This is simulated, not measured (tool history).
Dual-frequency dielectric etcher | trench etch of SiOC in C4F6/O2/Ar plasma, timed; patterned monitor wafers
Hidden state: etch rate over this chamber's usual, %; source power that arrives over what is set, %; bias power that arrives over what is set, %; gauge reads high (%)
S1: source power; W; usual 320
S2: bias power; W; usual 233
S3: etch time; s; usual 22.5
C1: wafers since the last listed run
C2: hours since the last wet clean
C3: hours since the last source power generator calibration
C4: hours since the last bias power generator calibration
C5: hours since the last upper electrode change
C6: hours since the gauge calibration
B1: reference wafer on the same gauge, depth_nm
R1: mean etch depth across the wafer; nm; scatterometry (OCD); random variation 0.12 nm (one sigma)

run 1 hour=0.0 | S1=320 S2=233 S3=22.5 | C1=0 C2=221.5 C3=4033.5 C4=2486.7 C5=1961.9 C6=912.7 | B1=43.61 | R1=45.64
run 2 hour=34.1 | S1=320 S2=233 S3=25.0 | C1=500 C2=255.6 C3=4067.6 C4=2520.8 C5=1996.0 C6=946.8 | B1=43.58 | R1=50.76
run 3 hour=68.9 | S1=320 S2=233 S3=22.5 | C1=510 C2=290.4 C3=4102.4 C4=2555.6 C5=2030.8 C6=981.6 | B1=43.59 | R1=45.77
-- hour=117.1 upper electrode replaced
run 4 hour=117.6 | S1=320 S2=233 S3=22.5 | C1=362 C2=339.1 C3=4151.1 C4=2604.3 C5=0.5 C6=1030.3 | B1=43.58 | R1=45.46
run 5 hour=148.0 | S1=320 S2=233 S3=22.5 | C1=445 C2=369.5 C3=4181.5 C4=2634.7 C5=30.9 C6=1060.7 | B1=43.61 | R1=45.45
-- hour=209.8 wet clean of the chamber
run 6 hour=217.2 | S1=320 S2=233 S3=22.5 | C1=663 C2=7.4 C3=4250.7 C4=2703.9 C5=100.1 C6=1129.9 | B1=43.60 | R1=45.90
-- hour=248.7 gauge calibrated
run 7 hour=380.0 | S1=350 S2=233 S3=22.5 | C1=2388 C2=170.2 C3=4413.5 C4=2866.7 C5=262.9 C6=131.3 | B1=43.57 | R1=47.22
run 8 hour=444.8 | S1=350 S2=178 S3=22.5 | C1=950 C2=235.0 C3=4478.3 C4=2931.5 C5=327.7 C6=196.1 | B1=43.60 | R1=43.30
run 9 hour=500.7 | S1=320 S2=233 S3=22.5 | C1=820 C2=290.9 C3=4534.2 C4=2987.4 C5=383.6 C6=252.0 | B1=43.60 | R1=45.53
run 10 hour=549.5 | S1=280 S2=274 S3=22.5 | C1=715 C2=339.7 C3=4583.0 C4=3036.2 C5=432.4 C6=300.8 | B1=43.59 | R1=45.76
-- hour=616.9 wet clean of the chamber
run 11 hour=617.4 | S1=300 S2=205 S3=20.0 | C1=643 C2=0.5 C3=4650.9 C4=3104.1 C5=500.3 C6=368.7 | B1=43.60 | R1=38.53
-- hour=658.4 bias power generator calibrated
run 12 hour=665.0 | S1=320 S2=233 S3=20.5 | C1=639 C2=48.1 C3=4698.5 C4=6.6 C5=547.9 C6=416.3 | B1=43.60 | R1=42.89
-- hour=693.9 source power generator calibrated
run 13 hour=705.3 | S1=320 S2=233 S3=22.5 | C1=532 C2=88.4 C3=11.4 C4=46.9 C5=588.2 C6=456.6 | B1=43.60 | R1=46.93
run 14 hour=735.9 | S1=300 S2=254 S3=19.5 | C1=448 C2=119.0 C3=42.0 C4=77.5 C5=618.8 C6=487.2 | B1=43.60 | R1=40.81
run 15 hour=800.2 | S1=350 S2=207 S3=22.5 | C1=943 C2=183.3 C3=106.3 C4=141.8 C5=683.1 C6=551.5 | B1=43.59 | R1=46.32
run 16 hour=951.6 | S1=320 S2=233 S3=22.5 | C1=2220 C2=334.7 C3=257.7 C4=293.2 C5=834.5 C6=702.9 | B1=43.60 | R1=46.28
run 17 hour=1008.9 | S1=290 S2=197 S3=15.5 | C1=840 C2=392.0 C3=315.0 C4=350.5 C5=891.8 C6=760.2 | B1=43.62 | R1=29.04
-- hour=1039.4 wet clean of the chamber
run 18 hour=1055.2 | S1=320 S2=233 S3=22.5 | C1=327 C2=15.8 C3=361.3 C4=396.8 C5=938.1 C6=806.5 | B1=43.60 | R1=46.46
run 19 hour=1089.5 | S1=320 S2=233 S3=26.5 | C1=503 C2=50.1 C3=395.6 C4=431.1 C5=972.4 C6=840.8 | B1=43.61 | R1=54.64
run 20 hour=1145.6 | S1=250 S2=233 S3=29.0 | C1=822 C2=106.2 C3=451.7 C4=487.2 C5=1028.5 C6=896.9 | B1=43.61 | R1=54.78
run 21 hour=1217.4 | S1=240 S2=233 S3=20.0 | C1=1053 C2=178.0 C3=523.5 C4=559.0 C5=1100.3 C6=968.7 | B1=43.60 | R1=37.08
run 22 hour=1273.9 | S1=380 S2=200 S3=22.5 | C1=828 C2=234.5 C3=580.0 C4=615.5 C5=1156.8 C6=1025.2 | B1=43.60 | R1=47.11
run 23 hour=1340.3 | S1=320 S2=233 S3=22.5 | C1=974 C2=300.9 C3=646.4 C4=681.9 C5=1223.2 C6=1091.6 | B1=43.61 | R1=46.13
run 24 hour=1391.7 | S1=320 S2=252 S3=29.0 | C1=754 C2=352.3 C3=697.8 C4=733.3 C5=1274.6 C6=1143.0 | B1=43.63 | R1=60.60
-- hour=1432.8 gauge calibrated
run 25 hour=1452.8 | S1=270 S2=233 S3=20.5 | C1=896 C2=413.4 C3=758.9 C4=794.4 C5=1335.7 C6=20.0 | B1=43.61 | R1=39.30
-- hour=1535.4 wet clean of the chamber
run 26 hour=1535.9 | S1=370 S2=233 S3=25.5 | C1=866 C2=0.5 C3=842.0 C4=877.5 C5=1418.8 C6=103.1 | B1=43.62 | R1=55.31
run 27 hour=1552.2 | S1=270 S2=233 S3=28.0 | C1=239 C2=16.8 C3=858.3 C4=893.8 C5=1435.1 C6=119.4 | B1=43.61 | R1=54.38
run 28 hour=1599.1 | S1=350 S2=233 S3=19.0 | C1=687 C2=63.7 C3=905.2 C4=940.7 C5=1482.0 C6=166.3 | B1=43.62 | R1=40.48
run 29 hour=1658.4 | S1=320 S2=212 S3=22.5 | C1=869 C2=123.0 C3=964.5 C4=1000.0 C5=1541.3 C6=225.6 | B1=43.59 | R1=44.68

Forecast each of these 4 alternatives for the next run:
run A hour=1658.8 | S1=320 S2=233 S3=22.5 | C1=5 C2=123.4 C3=964.9 C4=1000.4 C5=1541.7 C6=226.0 | B1=? | R1=?
run B hour=1658.8 | S1=280 S2=233 S3=26.5 | C1=5 C2=123.4 C3=964.9 C4=1000.4 C5=1541.7 C6=226.0 | B1=? | R1=?
run C hour=1658.8 | S1=390 S2=191 S3=22.5 | C1=5 C2=123.4 C3=964.9 C4=1000.4 C5=1541.7 C6=226.0 | B1=? | R1=?
run D hour=1658.8 | S1=280 S2=233 S3=22.5 | C1=5 C2=123.4 C3=964.9 C4=1000.4 C5=1541.7 C6=226.0 | B1=? | R1=?

run=A B1=43.60 R1=46.11
run=B B1=43.60 R1=51.71
run=C B1=43.60 R1=46.69
run=D B1=43.60 R1=43.91
Without the tool's hidden state the same runs would have given:
run=A R1=46.80
run=B R1=52.49
run=C R1=47.37
run=D R1=44.57

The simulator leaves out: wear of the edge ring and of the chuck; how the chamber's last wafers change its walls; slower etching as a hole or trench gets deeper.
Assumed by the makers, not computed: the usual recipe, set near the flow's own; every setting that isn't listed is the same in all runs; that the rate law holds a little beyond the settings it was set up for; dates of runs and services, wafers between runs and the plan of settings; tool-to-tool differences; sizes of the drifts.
